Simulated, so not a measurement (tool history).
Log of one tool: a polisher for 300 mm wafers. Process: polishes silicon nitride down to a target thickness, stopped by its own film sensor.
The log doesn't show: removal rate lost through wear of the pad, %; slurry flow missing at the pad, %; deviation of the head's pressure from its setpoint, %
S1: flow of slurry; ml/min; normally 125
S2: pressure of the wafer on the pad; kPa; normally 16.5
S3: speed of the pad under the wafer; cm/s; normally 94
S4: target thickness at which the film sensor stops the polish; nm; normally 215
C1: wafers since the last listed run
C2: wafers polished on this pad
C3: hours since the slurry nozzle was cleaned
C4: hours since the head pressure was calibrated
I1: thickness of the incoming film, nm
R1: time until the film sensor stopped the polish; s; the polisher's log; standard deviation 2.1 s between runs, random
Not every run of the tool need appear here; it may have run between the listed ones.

Run 1, day 0: usual settings; C1 0; C2 1074; C3 125.8; C4 275.2; I1 317. Result: R1 123.5 s.
At day 0.25: worn pad replaced by a new one.
Run 2, day 1.396: usual settings; C1 324; C2 302; C3 159.3; C4 308.7; I1 321.5. Result: R1 116.3 s.
Run 3, day 2.104: usual settings; C1 187; C2 489; C3 176.3; C4 325.7; I1 321.1. Result: R1 119.2 s.
Run 4, day 3.329: usual settings; C1 323; C2 813; C3 205.7; C4 355.1; I1 325.8. Result: R1 127.8 s.
At day 4.867: worn pad replaced by a new one.
Run 5, day 4.888: usual settings; C1 367; C2 5; C3 243.1; C4 392.5; I1 320.6. Result: R1 119.7 s.
Run 6, day 6.025: usual settings but S2 12.4 kPa; C1 300; C2 305; C3 270.4; C4 419.8; I1 318.3. Result: R1 150 s.
Run 7, day 7.246: usual settings but S4 228 nm; C1 322; C2 628; C3 299.7; C4 449.1; I1 326.3. Result: R1 113.5 s.
Run 8, day 8.017: usual settings but S4 228 nm; C1 203; C2 831; C3 318.2; C4 467.6; I1 320.5. Result: R1 113.5 s.
At day 8.392: worn pad replaced by a new one.
Run 9, day 9.383: usual settings but S4 237 nm; C1 317; C2 261; C3 351; C4 500.4; I1 320. Result: R1 95.6 s.

Estimate the outcome of run 10 from the log above:
Run 10, day 10.25: usual settings but S1 165 ml/min, S2 14.5 kPa, S3 102 cm/s, S4 200 nm; C1 228; C2 490; C3 371.8; C4 521.2; I1 320.7. Result: R1 ?.

{"run 10": {"R1": 141.4}}
With the hidden condition absent and the run-to-run variation left alone, this run would have shown R1 125.1 s.
